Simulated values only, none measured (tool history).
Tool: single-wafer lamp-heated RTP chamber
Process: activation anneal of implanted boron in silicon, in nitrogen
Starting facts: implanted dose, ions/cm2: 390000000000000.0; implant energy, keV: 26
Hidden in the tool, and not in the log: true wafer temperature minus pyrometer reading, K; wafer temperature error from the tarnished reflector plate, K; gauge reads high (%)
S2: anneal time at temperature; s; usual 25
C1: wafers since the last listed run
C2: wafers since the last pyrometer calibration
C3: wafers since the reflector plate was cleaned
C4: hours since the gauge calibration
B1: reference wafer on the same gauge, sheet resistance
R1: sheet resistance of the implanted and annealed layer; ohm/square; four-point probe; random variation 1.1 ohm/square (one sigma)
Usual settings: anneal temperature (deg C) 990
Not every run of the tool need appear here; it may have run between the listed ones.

run 1 hour=0.0 | anneal_temperature_(deg_C)=990 S2=14 | C1=0 C2=4240 C3=15130 C4=361.4 | B1=215.84 | R1=267.02
-- hour=56.0 reflector plate cleaned
run 2 hour=56.5 | anneal_temperature_(deg_C)=990 S2=14 | C1=663 C2=4904 C3=7 C4=417.9 | B1=216.18 | R1=273.88
run 3 hour=112.8 | anneal_temperature_(deg_C)=990 S2=25 | C1=770 C2=5674 C3=777 C4=474.2 | B1=215.67 | R1=268.49
-- hour=127.4 pyrometer window cleaned and pyrometer calibrated
run 4 hour=172.4 | anneal_temperature_(deg_C)=990 S2=25 | C1=706 C2=616 C3=1483 C4=533.8 | B1=216.03 | R1=271.15
run 5 hour=230.0 | anneal_temperature_(deg_C)=990 S2=25 | C1=788 C2=1404 C3=2271 C4=591.4 | B1=215.89 | R1=267.92
run 6 hour=279.7 | anneal_temperature_(deg_C)=990 S2=25 | C1=680 C2=2084 C3=2952 C4=641.1 | B1=216.17 | R1=266.44
run 7 hour=351.3 | anneal_temperature_(deg_C)=990 S2=25 | C1=979 C2=3064 C3=3931 C4=712.7 | B1=216.11 | R1=268.30
run 8 hour=416.4 | anneal_temperature_(deg_C)=990 S2=25 | C1=890 C2=3955 C3=4822 C4=777.8 | B1=215.93 | R1=269.13
run 9 hour=453.9 | anneal_temperature_(deg_C)=990 S2=34 | C1=513 C2=4468 C3=5335 C4=815.3 | B1=216.20 | R1=264.85
run 10 hour=509.9 | anneal_temperature_(deg_C)=990 S2=34 | C1=766 C2=5234 C3=6102 C4=871.3 | B1=216.11 | R1=267.05
-- hour=526.2 pyrometer window cleaned and pyrometer calibrated
run 11 hour=581.6 | anneal_temperature_(deg_C)=1010 S2=18 | C1=871 C2=758 C3=6974 C4=943.0 | B1=216.36 | R1=260.25
run 12 hour=632.3 | anneal_temperature_(deg_C)=1010 S2=18 | C1=693 C2=1451 C3=7667 C4=993.7 | B1=215.74 | R1=260.28
run 13 hour=700.6 | anneal_temperature_(deg_C)=990 S2=33 | C1=934 C2=2386 C3=8602 C4=1062.0 | B1=215.86 | R1=265.06
run 14 hour=741.2 | anneal_temperature_(deg_C)=990 S2=25 | C1=555 C2=2942 C3=9158 C4=1102.6 | B1=215.98 | R1=268.49
-- hour=775.5 gauge calibrated
run 15 hour=854.5 | anneal_temperature_(deg_C)=990 S2=25 | C1=1550 C2=4492 C3=10708 C4=79.0 | B1=216.42 | R1=265.68
run 16 hour=918.3 | anneal_temperature_(deg_C)=990 S2=25 | C1=873 C2=5365 C3=11581 C4=142.8 | B1=215.71 | R1=268.10
-- hour=931.7 pyrometer window cleaned and pyrometer calibrated
run 17 hour=966.0 | anneal_temperature_(deg_C)=990 S2=25 | C1=543 C2=469 C3=12124 C4=190.5 | B1=216.05 | R1=267.96
run 18 hour=1014.4 | anneal_temperature_(deg_C)=968 S2=39 | C1=662 C2=1131 C3=12787 C4=238.9 | B1=216.16 | R1=278.87
run 19 hour=1083.9 | anneal_temperature_(deg_C)=1005 S2=39 | C1=951 C2=2082 C3=13738 C4=308.4 | B1=216.16 | R1=260.26
run 20 hour=1144.5 | anneal_temperature_(deg_C)=974 S2=25 | C1=829 C2=2912 C3=14567 C4=369.0 | B1=215.96 | R1=279.03
-- hour=1153.1 reflector plate cleaned
run 21 hour=1169.4 | anneal_temperature_(deg_C)=976 S2=11 | C1=231 C2=3143 C3=223 C4=393.9 | B1=215.87 | R1=280.08
run 22 hour=1218.5 | anneal_temperature_(deg_C)=990 S2=25 | C1=671 C2=3815 C3=895 C4=443.0 | B1=216.09 | R1=264.65
run 23 hour=1255.7 | anneal_temperature_(deg_C)=990 S2=25 | C1=509 C2=4324 C3=1404 C4=480.2 | B1=216.11 | R1=263.84
run 24 hour=1315.8 | anneal_temperature_(deg_C)=976 S2=38 | C1=822 C2=5146 C3=2226 C4=540.3 | B1=216.34 | R1=268.11
run 25 hour=1374.1 | anneal_temperature_(deg_C)=999 S2=31 | C1=797 C2=5944 C3=3024 C4=598.6 | B1=216.10 | R1=260.03
run 26 hour=1421.8 | anneal_temperature_(deg_C)=1012 S2=38 | C1=652 C2=6597 C3=3677 C4=646.3 | B1=216.03 | R1=257.93
-- hour=1446.0 pyrometer window cleaned and pyrometer calibrated
run 27 hour=1466.4 | anneal_temperature_(deg_C)=1003 S2=36 | C1=500 C2=278 C3=4178 C4=690.9 | B1=215.93 | R1=260.24
run 28 hour=1522.3 | anneal_temperature_(deg_C)=1015 S2=18 | C1=764 C2=1043 C3=4943 C4=746.8 | B1=216.11 | R1=259.56
run 29 hour=1554.0 | anneal_temperature_(deg_C)=990 S2=25 | C1=433 C2=1477 C3=5377 C4=778.5 | B1=215.93 | R1=262.43
-- hour=1575.2 reflector plate cleaned, repeated, since the last time left the tool worse
run 30 hour=1611.6 | anneal_temperature_(deg_C)=1007 S2=31 | C1=678 C2=2156 C3=498 C4=836.1 | B1=215.83 | R1=260.30
run 31 hour=1667.7 | anneal_temperature_(deg_C)=990 S2=25 | C1=767 C2=2923 C3=1265 C4=892.2 | B1=215.96 | R1=268.88
run 32 hour=1735.6 | anneal_temperature_(deg_C)=1013 S2=16 | C1=929 C2=3852 C3=2194 C4=960.1 | B1=215.87 | R1=261.84

For each run, what was the tool's unlogged condition?
true wafer temperature minus pyrometer reading, K: 0, the same for each run
gauge reads high (%): 0, the same for each run
H1: wafer temperature error from the tarnished reflector plate, K
run=1 H1=4.19
run=2 H1=0.177
run=3 H1=0.783
run=4 H1=1.33
run=5 H1=1.77
run=6 H1=2.1
run=7 H1=2.51
run=8 H1=2.81
run=9 H1=2.96
run=10 H1=3.16
run=11 H1=3.37
run=12 H1=3.49
run=13 H1=3.63
run=14 H1=3.71
run=15 H1=3.87
run=16 H1=3.94
run=17 H1=3.99
run=18 H1=4.03
run=19 H1=4.08
run=20 H1=4.11
run=21 H1=7.72
run=22 H1=8.23
run=23 H1=8.57
run=24 H1=9.05
run=25 H1=9.45
run=26 H1=9.73
run=27 H1=9.95
run=28 H1=10.2
run=29 H1=10.3
run=30 H1=0.62
run=31 H1=1.17
run=32 H1=1.72

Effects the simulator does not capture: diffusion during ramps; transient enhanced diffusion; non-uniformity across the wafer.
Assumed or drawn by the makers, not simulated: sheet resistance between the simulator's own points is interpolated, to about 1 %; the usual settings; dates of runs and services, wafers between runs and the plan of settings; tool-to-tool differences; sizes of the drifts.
